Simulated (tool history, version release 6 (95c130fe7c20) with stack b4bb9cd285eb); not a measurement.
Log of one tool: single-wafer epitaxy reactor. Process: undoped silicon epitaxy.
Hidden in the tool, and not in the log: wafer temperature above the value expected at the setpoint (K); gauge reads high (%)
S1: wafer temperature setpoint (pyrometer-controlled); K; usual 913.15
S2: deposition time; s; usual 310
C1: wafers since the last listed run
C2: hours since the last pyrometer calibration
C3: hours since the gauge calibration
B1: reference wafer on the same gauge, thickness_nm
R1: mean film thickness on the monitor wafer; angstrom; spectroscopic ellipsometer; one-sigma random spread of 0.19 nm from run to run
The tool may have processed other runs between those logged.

run    hour      S1   S2   C1      C2      C3      B1      R1
  1     0.0  913.15  310    0   868.0   389.8  34.362  432.87
  2    16.1  913.15  310   54   884.1   405.9  34.350  433.30
  3    63.3  913.15  263  161   931.3   453.1  34.272  363.88
  4    82.5  913.15  263   65   950.5   472.3  34.262  364.80
  5   104.5  913.15  310   75   972.5   494.3  34.242  424.68
  6   125.8  913.15  310   72   993.8   515.6  34.182  427.61
  7   148.0  913.15  310   75  1016.0   537.8  34.181  425.92
  8   170.6  913.15  310   77  1038.6   560.4  34.119  425.09
  9   196.2  913.15  310   87  1064.2   586.0  34.100  426.94
 10   232.1  913.15  310  122  1100.1   621.9  34.052  422.83
 11   251.6  913.15  310   66  1119.6   641.4  34.015  423.54
 12   276.7  913.15  310   85  1144.7   666.5  33.961  422.28
 13   306.9  916.15  310  103  1174.9   696.7  33.957  451.15
 14   326.1  916.15  310   65  1194.1   715.9  33.913  449.01
 15   352.1  913.15  353   88  1220.1   741.9  33.897  483.87
 16   379.6  913.15  353   93  1247.6   769.4  33.843  480.67
 17   405.1  913.15  341   87  1273.1   794.9  33.793  460.96
 18   424.1  913.15  341   64  1292.1   813.9  33.797  462.94
 19   445.6  909.15  310   73  1313.6   835.4  33.775  391.28
 20   459.9  910.15  297   48  1327.9   849.7  33.729  380.43
 21   493.2  910.15  297  113  1361.2   883.0  33.691  380.84
 22   508.5  926.15  335   52  1376.5   898.3  33.677  583.63
 23   530.7  913.15  353   75  1398.7   920.5  33.634  477.28
 24   549.6  913.15  310   64  1417.6   939.4  33.643  416.95
 25   565.5  920.15  286   54  1433.5   955.3  33.581  444.18
      582.5  -- pyrometer calibrated
 26   594.9  902.15  273   73    12.4   984.7  33.551  297.40
 27   616.6  908.15  360   74    34.1  1006.4  33.517  438.52
 28   637.4  922.15  288   71    54.9  1027.2  33.477  464.60
 29   667.2  913.15  310  101    84.7  1057.0  33.443  419.08
      668.6  -- gauge calibrated
 30   693.9  913.15  286   91   111.4    25.3  35.011  405.29
 31   727.2  905.15  250  113   144.7    58.6  34.935  299.66
 32   762.9  924.15  310  121   180.4    94.3  34.911  541.21
 33   798.2  913.15  310  120   215.7   129.6  34.854  432.51
 34   811.1  898.15  310   44   228.6   142.5  34.863  321.61
 35   836.4  898.15  310   86   253.9   167.8  34.813  322.26
 36   864.9  906.15  370   97   282.4   196.3  34.761  449.81
 37   882.3  913.15  310   59   299.8   213.7  34.740  437.22
 38   906.7  898.15  289   83   324.2   238.1  34.707  300.30
 39   920.7  899.15  288   47   338.2   252.1  34.692  304.88
 40   952.7  920.15  289  109   370.2   284.1  34.670  460.80
 41   996.6  913.15  310  149   414.1   328.0  34.568  431.93
 42  1017.8  926.15  283   72   435.3   349.2  34.519  503.08
 43  1044.0  922.15  249   89   461.5   375.4  34.525  410.41

What the log doesn't show, run by run:
wafer temperature above the value expected at the setpoint (K): 0 across all the runs
H1: gauge reads high (%)
run      H1
  1   -1.75
  2   -1.82
  3   -2.01
  4   -2.08
  5   -2.17
  6   -2.26
  7   -2.35
  8   -2.44
  9   -2.54
 10   -2.68
 11   -2.76
 12   -2.86
 13   -2.98
 14   -3.06
 15   -3.16
 16   -3.27
 17   -3.37
 18   -3.45
 19   -3.54
 20   -3.59
 21   -3.73
 22   -3.79
 23   -3.88
 24   -3.95
 25   -4.02
 26   -4.13
 27   -4.22
 28    -4.3
 29   -4.42
 30  0.0146
 31  -0.119
 32  -0.261
 33  -0.403
 34  -0.454
 35  -0.555
 36  -0.669
 37  -0.739
 38  -0.837
 39  -0.893
 40   -1.02
 41    -1.2
 42   -1.28
 43   -1.39
